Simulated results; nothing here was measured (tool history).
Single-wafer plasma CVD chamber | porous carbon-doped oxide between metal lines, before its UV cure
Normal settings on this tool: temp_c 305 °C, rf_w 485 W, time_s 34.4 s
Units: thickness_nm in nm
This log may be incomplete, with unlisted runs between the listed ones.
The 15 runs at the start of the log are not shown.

| run | day | temp_c | rf_w | time_s | read-back reference wafer on the same gauge, thickness_nm | thickness_nm |
|---|---|---|---|---|---|---|
|  | 16.396 | RF generator calibrated |
| 16 | 16.417 | 294 | 485 | 38.6 | 188.977 | 234.969 |
|  | 17.383 | showerhead replaced |
| 17 | 17.608 | 305 | 485 | 39.7 | 189.058 | 225.625 |
| 18 | 18.479 | 305 | 485 | 34.4 | 188.968 | 195.994 |
| 19 | 19.254 | 305 | 525 | 34.4 | 189.039 | 200.770 |
| 20 | 19.796 | 305 | 485 | 36.2 | 188.925 | 205.039 |
| 21 | 20.871 | 296 | 405 | 37.0 | 189.024 | 208.888 |
|  | 22.204 | thermocouple changed; heater temperature recalibrated |
| 22 | 22.225 | 305 | 550 | 36.8 | 189.056 | 221.283 |
| 23 | 23.100 | 310 | 525 | 34.4 | 188.988 | 197.637 |
| 24 | 24.038 | 305 | 485 | 34.4 | 188.911 | 197.687 |
| 25 | 25.312 | 316 | 485 | 34.4 | 189.030 | 185.586 |
| 26 | 26.471 | 313 | 520 | 30.8 | 188.994 | 174.280 |
| 27 | 27.125 | 297 | 515 | 34.4 | 189.035 | 213.388 |
| 28 | 28.379 | 297 | 450 | 40.0 | 188.950 | 235.784 |
| 29 | 29.321 | 305 | 485 | 34.4 | 189.084 | 197.343 |
| 30 | 30.412 | 300 | 420 | 41.2 | 189.002 | 232.075 |
| 31 | 31.829 | 310 | 390 | 28.0 | 189.038 | 146.255 |

What if the next run were any one of these 5? Each begins from the tool's condition after run 31:
| A | 31.846 | 305 | 485 | 27.8 | ? | ? |
| B | 31.846 | 305 | 485 | 39.3 | ? | ? |
| C | 31.846 | 305 | 485 | 39.2 | ? | ? |
| D | 31.846 | 305 | 485 | 40.0 | ? | ? |
| E | 31.846 | 315 | 525 | 34.4 | ? | ? |

| run | read-back reference wafer on the same gauge, thickness_nm | thickness_nm |
|---|---|---|
| A | 188.962 | 160.516 |
| B | 188.962 | 224.706 |
| C | 188.962 | 224.149 |
| D | 188.962 | 228.608 |
| E | 188.962 | 190.863 |
Without the tool's unlogged condition, the same runs would have read:
| run | thickness_nm |
|---|---|
| A | 160.674 |
| B | 224.927 |
| C | 224.369 |
| D | 228.832 |
| E | 191.048 |

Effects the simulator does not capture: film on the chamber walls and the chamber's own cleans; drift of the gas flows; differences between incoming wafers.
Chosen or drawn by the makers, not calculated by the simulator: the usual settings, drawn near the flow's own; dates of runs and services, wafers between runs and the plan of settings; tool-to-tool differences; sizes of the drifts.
